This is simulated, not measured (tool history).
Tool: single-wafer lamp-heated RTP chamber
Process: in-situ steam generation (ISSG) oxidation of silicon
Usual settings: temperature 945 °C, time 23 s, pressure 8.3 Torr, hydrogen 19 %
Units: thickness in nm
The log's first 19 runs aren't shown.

run    hour  temperature  time  pressure  hydrogen  read-back reference wafer on the same gauge, thickness  thickness
 20   903.1          945    23       6.9        26                                                   5.661      5.137
      919.8  -- pressure gauge zeroed
 21   973.9          945    23       8.9        19                                                   5.662      4.764
 22    1055          945    26       8.3        23                                                   5.661      5.281
 23  1082.1          945    23       8.3        19                                                    5.66      4.797
 24    1142          945    23       6.9        26                                                   5.659      5.159
 25  1200.5          945    23       8.3        19                                                    5.66      4.827
 26  1251.1          930    23       8.3        19                                                   5.659      4.609
 27  1312.4          945    16       8.8        28                                                   5.661      4.551
 28  1343.9          945    23       7.1        24                                                   5.661      5.105
     1400.2  -- pyrometer window cleaned and pyrometer calibrated
 29  1401.2          964    14       8.3        19                                                   5.659       4.15
 30  1450.7          958    30       7.1        14                                                   5.661      5.255

5 ways to go on from here, each from the tool as it stands after run 30. What would each give?
  A  1451.1          945    23       7.7        19                                                       ?          ?
  B  1451.1          945    28       8.3        19                                                       ?          ?
  C  1451.1          945    27       9.7        11                                                       ?          ?
  D  1451.1          945    26       7.3        19                                                       ?          ?
  E  1451.1          945    19         7        19                                                       ?          ?

run  read-back reference wafer on the same gauge, thickness  thickness
  A                                                   5.659      4.805
  B                                                   5.659      5.224
  C                                                   5.659      4.558
  D                                                   5.659      5.053
  E                                                   5.659      4.424
Without the tool's hidden state the same runs would have given:
run  thickness
  A      4.759
  B      5.175
  C      4.517
  D      5.005
  E      4.381
